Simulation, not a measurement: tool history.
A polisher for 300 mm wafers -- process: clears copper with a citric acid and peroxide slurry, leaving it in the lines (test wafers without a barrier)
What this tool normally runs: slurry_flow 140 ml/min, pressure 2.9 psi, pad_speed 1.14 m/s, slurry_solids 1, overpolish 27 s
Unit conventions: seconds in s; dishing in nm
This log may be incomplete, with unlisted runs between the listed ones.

run,day,slurry_flow,pressure,pad_speed,slurry_solids,overpolish,wafers since the last listed run,wafers polished on this pad,hours since the slurry nozzle was cleaned,hours since the head pressure was calibrated,hours since the slurry blender was calibrated,"incoming thickness of the incoming film, nm",seconds,dishing
1,0,140,2.9,1.14,1,27,0,789,321.3,441.5,226.7,418.2,199.8,39.1
2,0.638,140,2.9,1.14,1,27,96,885,336.6,456.8,242,419.9,198,38.8
3,1.308,140,2.9,1.14,1,27,101,987,352.7,472.9,258.1,412.7,195.9,38.6
# day 1.858: worn pad replaced by a new one
4,1.879,140,2.9,1.14,1,27,61,3,366.4,486.6,271.8,414.3,195.9,38.6
5,3.262,140,2.9,1.14,1,27,209,212,399.6,519.8,305,415.7,198.9,38.1
6,5.079,140,2.9,1.28,1.1,27,275,488,443.2,563.4,348.6,424.9,184.1,41.6
7,5.721,140,2.9,1.28,1.1,27,97,585,458.6,578.8,364,412.8,176.5,43
# day 5.962: head pressure recalibrated
8,6.45,140,2.1,1.14,0.9,27,97,683,476.1,11.7,381.5,420,278.9,29.1
# day 6.867: slurry blender recalibrated
9,6.954,110,2.9,1.14,1,23,63,746,488.2,23.8,2.1,426.5,219.1,30.8
# day 7.058: slurry nozzle cleaned
10,7.538,110,2.9,1.14,1,23,82,829,11.5,37.8,16.1,424.2,199.9,33.7
11,8.029,140,2.9,1.28,1,27,74,903,23.3,49.6,27.9,418.4,168.3,44.9
12,8.767,140,2.9,1.14,1,27,111,1015,41,67.3,45.6,421,188.4,40.3
13,9.175,120,2.9,1.36,1,27,61,1077,50.8,77.1,55.4,426.1,170.1,44.4
14,9.592,125,2.9,1.14,0.85,41,63,1140,60.8,87.1,65.4,414.8,198.2,54.5
# day 9.875: worn pad replaced by a new one, of another model than before
15,10.229,125,3.7,1.3,1.1,27,71,53,76.1,102.4,80.7,412.7,164.8,44.4
16,11.042,140,2.9,0.96,0.8,21,123,176,95.6,121.9,100.2,416.9,222.8,28.3
17,11.654,140,2.5,1.14,1,27,92,269,110.3,136.6,114.9,417.7,217.5,36.7
18,12.721,140,2.9,1.14,1,27,161,431,135.9,162.2,140.5,414.7,201.2,37.9
19,13.358,105,2.9,1.24,1,32,96,527,151.2,177.5,155.8,426.5,251.9,36.6

What will run 20 give?
20,14.104,155,2.3,1.14,1,35,113,640,169.1,195.4,173.7,414.5,?,?

seconds: 217.5 s
dishing: 43.2 nm
The same run, on a tool lacking any hidden state, would have yielded seconds 194.1 s, dishing 47.4 nm.

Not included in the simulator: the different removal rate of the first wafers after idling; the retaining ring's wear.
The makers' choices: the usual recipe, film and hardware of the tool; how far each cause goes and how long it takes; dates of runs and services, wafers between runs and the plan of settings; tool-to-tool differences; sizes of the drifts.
